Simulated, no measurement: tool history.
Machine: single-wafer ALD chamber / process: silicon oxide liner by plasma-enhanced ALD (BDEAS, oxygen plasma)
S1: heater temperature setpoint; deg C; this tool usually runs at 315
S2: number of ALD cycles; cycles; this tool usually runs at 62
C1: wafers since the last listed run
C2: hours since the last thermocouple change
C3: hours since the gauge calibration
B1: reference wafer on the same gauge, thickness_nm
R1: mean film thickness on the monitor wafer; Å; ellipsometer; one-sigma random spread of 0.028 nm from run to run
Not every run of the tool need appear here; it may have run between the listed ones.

run    hour   S1  S2   C1      C2      C3     B1     R1
  1     0.0  315  62    0   519.0  1438.0  4.558  56.38
  2    63.2  315  62  307   582.2  1501.2  4.572  56.32
  3   117.3  315  62  262   636.3  1555.3  4.579  56.11
  4   168.5  304  62  248   687.5  1606.5  4.591  57.27
  5   238.3  304  62  339   757.3  1676.3  4.594  57.27
  6   291.9  315  62  260   810.9  1729.9  4.614  56.60
  7   350.0  315  62  282   869.0  1788.0  4.623  57.34
  8   388.9  315  55  189   907.9  1826.9  4.633  50.63
  9   433.8  315  62  218   952.8  1871.8  4.638  57.12
 10   488.9  315  62  267  1007.9  1926.9  4.655  56.93
 11   551.3  315  62  303  1070.3  1989.3  4.666  56.96
 12   581.0  315  62  144  1100.0  2019.0  4.674  57.21
      621.5  -- gauge calibrated
 13   641.2  315  62  292  1160.2    19.7  4.439  53.85
 14   670.9  315  69  144  1189.9    49.4  4.437  61.00
 15   718.8  315  62  232  1237.8    97.3  4.429  54.49
 16   801.3  315  62  400  1320.3   179.8  4.437  54.52
 17   825.4  315  62  117  1344.4   203.9  4.441  54.77
      863.3  -- thermocouple changed; heater temperature recalibrated
 18   869.0  308  62  173     5.7   247.5  4.439  55.29
 19   894.4  320  62  123    31.1   272.9  4.444  54.76
 20   951.3  310  62  276    88.0   329.8  4.443  55.02
 21  1003.6  315  62  254   140.3   382.1  4.441  54.43
 22  1027.6  325  50  116   164.3   406.1  4.447  44.09
 23  1085.0  320  71  278   221.7   463.5  4.447  62.30
 24  1138.5  315  62  260   275.2   517.0  4.453  54.62
 25  1202.7  315  62  312   339.4   581.2  4.457  55.22
 26  1251.2  305  67  235   387.9   629.7  4.461  60.23
 27  1301.7  315  62  245   438.4   680.2  4.463  54.64
 28  1330.7  320  66  140   467.4   709.2  4.466  58.39
 29  1395.3  324  62  313   532.0   773.8  4.472  54.86
 30  1430.9  302  50  173   567.6   809.4  4.469  45.11
 31  1497.1  306  62  321   633.8   875.6  4.470  55.51
 32  1532.5  315  68  172   669.2   911.0  4.479  60.68
 33  1593.9  315  59  298   730.6   972.4  4.493  53.01
 34  1644.8  327  50  247   781.5  1023.3  4.497  43.82
 35  1712.6  328  68  329   849.3  1091.1  4.501  59.31
 36  1746.6  307  51  165   883.3  1125.1  4.510  46.27

Branching from run 36: 5 alternative next runs. What would each branch give?
  A  1747.1  315  62   2  883.8  1125.6   ?   ?
  B  1747.1  303  62   2  883.8  1125.6   ?   ?
  C  1747.1  307  74   2  883.8  1125.6   ?   ?
  D  1747.1  309  70   2  883.8  1125.6   ?   ?
  E  1747.1  303  72   2  883.8  1125.6   ?   ?

run     B1     R1
  A  4.505  55.36
  B  4.505  56.20
  C  4.505  66.74
  D  4.505  62.98
  E  4.505  65.26
Had the tool no hidden state, the same runs would have come out as:
run     R1
  A  54.40
  B  55.22
  C  65.58
  D  61.88
  E  64.13
